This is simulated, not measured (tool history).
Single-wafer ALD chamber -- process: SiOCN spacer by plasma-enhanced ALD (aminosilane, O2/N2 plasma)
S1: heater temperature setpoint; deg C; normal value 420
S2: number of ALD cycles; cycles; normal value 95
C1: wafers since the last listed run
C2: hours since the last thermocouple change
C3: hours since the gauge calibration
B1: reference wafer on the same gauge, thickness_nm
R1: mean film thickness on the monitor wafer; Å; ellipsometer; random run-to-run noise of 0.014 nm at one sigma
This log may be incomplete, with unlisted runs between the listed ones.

{"run": 1, "day": 0.0, "S1": 420, "S2": 95, "C1": 0, "C2": 979.1, "C3": 126.9, "B1": 5.191, "R1": 54.77}
{"run": 2, "day": 0.388, "S1": 420, "S2": 95, "C1": 26, "C2": 988.4, "C3": 136.2, "B1": 5.192, "R1": 55.02}
{"run": 3, "day": 1.296, "S1": 420, "S2": 95, "C1": 61, "C2": 1010.2, "C3": 158, "B1": 5.188, "R1": 54.84}
{"run": 4, "day": 1.862, "S1": 420, "S2": 110, "C1": 38, "C2": 1023.8, "C3": 171.6, "B1": 5.192, "R1": 63.5}
{"run": 5, "day": 2.575, "S1": 420, "S2": 110, "C1": 47, "C2": 1040.9, "C3": 188.7, "B1": 5.193, "R1": 63.77}
{"run": 6, "day": 3.146, "S1": 420, "S2": 110, "C1": 38, "C2": 1054.6, "C3": 202.4, "B1": 5.186, "R1": 63.71}
{"run": 7, "day": 3.483, "S1": 420, "S2": 95, "C1": 22, "C2": 1062.7, "C3": 210.5, "B1": 5.188, "R1": 55.05}
{"day": 3.962, "done": "gauge calibrated"}
{"run": 8, "day": 4.192, "S1": 420, "S2": 95, "C1": 47, "C2": 1079.7, "C3": 5.5, "B1": 5.19, "R1": 54.75}
{"run": 9, "day": 4.475, "S1": 430, "S2": 95, "C1": 19, "C2": 1086.5, "C3": 12.3, "B1": 5.188, "R1": 53.69}
{"run": 10, "day": 5.133, "S1": 430, "S2": 95, "C1": 44, "C2": 1102.3, "C3": 28.1, "B1": 5.191, "R1": 53.3}
{"run": 11, "day": 5.612, "S1": 414, "S2": 95, "C1": 32, "C2": 1113.8, "C3": 39.6, "B1": 5.19, "R1": 55.93}
{"run": 12, "day": 5.908, "S1": 414, "S2": 95, "C1": 19, "C2": 1120.9, "C3": 46.7, "B1": 5.187, "R1": 55.89}
{"run": 13, "day": 6.642, "S1": 414, "S2": 95, "C1": 49, "C2": 1138.5, "C3": 64.3, "B1": 5.191, "R1": 55.75}
{"run": 14, "day": 6.938, "S1": 431, "S2": 109, "C1": 19, "C2": 1145.6, "C3": 71.4, "B1": 5.191, "R1": 61.42}
{"run": 15, "day": 7.221, "S1": 427, "S2": 95, "C1": 19, "C2": 1152.4, "C3": 78.2, "B1": 5.192, "R1": 53.79}
{"day": 7.925, "done": "thermocouple changed; heater temperature recalibrated"}
{"run": 16, "day": 7.946, "S1": 420, "S2": 95, "C1": 26, "C2": 0.5, "C3": 95.6, "B1": 5.188, "R1": 55}
{"run": 17, "day": 8.304, "S1": 420, "S2": 76, "C1": 24, "C2": 9.1, "C3": 104.2, "B1": 5.19, "R1": 43.84}
{"run": 18, "day": 8.817, "S1": 414, "S2": 95, "C1": 34, "C2": 21.4, "C3": 116.5, "B1": 5.188, "R1": 56.11}
{"run": 19, "day": 9.221, "S1": 430, "S2": 109, "C1": 27, "C2": 31.1, "C3": 126.2, "B1": 5.188, "R1": 61.4}
{"run": 20, "day": 9.712, "S1": 413, "S2": 95, "C1": 33, "C2": 42.9, "C3": 138, "B1": 5.191, "R1": 55.98}
{"run": 21, "day": 10.425, "S1": 420, "S2": 104, "C1": 47, "C2": 60, "C3": 155.1, "B1": 5.191, "R1": 60.17}
{"run": 22, "day": 11.004, "S1": 420, "S2": 95, "C1": 38, "C2": 73.9, "C3": 169, "B1": 5.189, "R1": 55.23}
{"run": 23, "day": 11.262, "S1": 411, "S2": 83, "C1": 17, "C2": 80.1, "C3": 175.2, "B1": 5.19, "R1": 49.22}
{"run": 24, "day": 11.721, "S1": 426, "S2": 86, "C1": 30, "C2": 91.1, "C3": 186.2, "B1": 5.188, "R1": 48.67}
{"run": 25, "day": 12.217, "S1": 432, "S2": 111, "C1": 33, "C2": 103, "C3": 198.1, "B1": 5.192, "R1": 62.09}
{"run": 26, "day": 12.821, "S1": 420, "S2": 82, "C1": 40, "C2": 117.5, "C3": 212.6, "B1": 5.191, "R1": 47.51}

What the log doesn't show, run by run:
wafer temperature above the value expected at the setpoint (K): 0 on each run
gauge reads high (%): 0 on each run

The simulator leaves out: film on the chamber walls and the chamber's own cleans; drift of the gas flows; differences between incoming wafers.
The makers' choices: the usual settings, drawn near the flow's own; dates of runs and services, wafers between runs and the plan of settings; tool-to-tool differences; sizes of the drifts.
